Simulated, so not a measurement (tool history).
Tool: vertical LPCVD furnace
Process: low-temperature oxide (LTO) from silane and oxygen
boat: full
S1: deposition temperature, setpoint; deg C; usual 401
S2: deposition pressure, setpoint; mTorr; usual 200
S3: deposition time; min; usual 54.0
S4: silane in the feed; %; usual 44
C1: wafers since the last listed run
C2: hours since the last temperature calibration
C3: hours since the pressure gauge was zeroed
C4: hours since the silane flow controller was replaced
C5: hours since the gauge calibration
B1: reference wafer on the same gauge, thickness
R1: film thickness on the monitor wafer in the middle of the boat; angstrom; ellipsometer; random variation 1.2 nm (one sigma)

| run | hour | S1 | S2 | S3 | S4 | C1 | C2 | C3 | C4 | C5 | B1 | R1 |
|---|---|---|---|---|---|---|---|---|---|---|---|---|
| 1 | 0.0 | 401 | 200 | 54.0 | 44 | 0 | 85.4 | 3379.5 | 1797.8 | 648.7 | 540.96 | 5262.1 |
| 2 | 34.8 | 401 | 200 | 54.0 | 44 | 410 | 120.2 | 3414.3 | 1832.6 | 683.5 | 539.67 | 5238.8 |
| 3 | 69.8 | 401 | 200 | 54.0 | 44 | 413 | 155.2 | 3449.3 | 1867.6 | 718.5 | 540.78 | 5294.3 |
| 4 | 86.0 | 401 | 200 | 54.0 | 39 | 191 | 171.4 | 3465.5 | 1883.8 | 734.7 | 540.29 | 4638.4 |
| 5 | 100.7 | 401 | 200 | 54.0 | 44 | 173 | 186.1 | 3480.2 | 1898.5 | 749.4 | 540.43 | 5275.4 |
| 6 | 116.8 | 401 | 200 | 54.0 | 44 | 190 | 202.2 | 3496.3 | 1914.6 | 765.5 | 539.73 | 5295.4 |
| 7 | 138.8 | 401 | 200 | 54.0 | 44 | 259 | 224.2 | 3518.3 | 1936.6 | 787.5 | 540.40 | 5293.1 |
| 8 | 159.3 | 401 | 200 | 46.5 | 41 | 242 | 244.7 | 3538.8 | 1957.1 | 808.0 | 540.27 | 4248.0 |
| 9 | 173.6 | 401 | 200 | 54.0 | 44 | 168 | 259.0 | 3553.1 | 1971.4 | 822.3 | 540.13 | 5296.6 |
|  | 193.5 | gauge calibrated |
| 10 | 200.8 | 401 | 240 | 54.0 | 44 | 321 | 286.2 | 3580.3 | 1998.6 | 7.3 | 539.66 | 6355.7 |
| 11 | 218.5 | 405 | 200 | 54.0 | 44 | 208 | 303.9 | 3598.0 | 2016.3 | 25.0 | 540.81 | 5559.3 |
| 12 | 253.9 | 401 | 245 | 54.0 | 44 | 417 | 339.3 | 3633.4 | 2051.7 | 60.4 | 540.30 | 6511.7 |
| 13 | 268.3 | 401 | 200 | 54.0 | 44 | 170 | 353.7 | 3647.8 | 2066.1 | 74.8 | 540.65 | 5332.4 |
| 14 | 303.7 | 401 | 215 | 33.0 | 48 | 417 | 389.1 | 3683.2 | 2101.5 | 110.2 | 540.16 | 3783.2 |
| 15 | 321.2 | 409 | 200 | 54.0 | 44 | 206 | 406.6 | 3700.7 | 2119.0 | 127.7 | 539.67 | 5808.0 |
|  | 351.4 | pressure gauge zeroed |
| 16 | 351.9 | 390 | 200 | 54.0 | 44 | 79 | 437.3 | 0.5 | 2149.7 | 158.4 | 539.56 | 4751.1 |
|  | 389.5 | silane flow controller replaced |
| 17 | 390.0 | 401 | 200 | 54.0 | 37 | 166 | 475.4 | 38.6 | 0.5 | 196.5 | 539.66 | 4237.7 |

The next listed run, before its measurement:
| 18 | 397.0 | 401 | 200 | 54.0 | 36 | 82 | 482.4 | 45.6 | 7.5 | 203.5 | ? | ? |

{"run 18": {"B1": 540.18, "R1": 4091.2}}
Without the tool's hidden state the same run would have given R1 3974.1 angstrom.
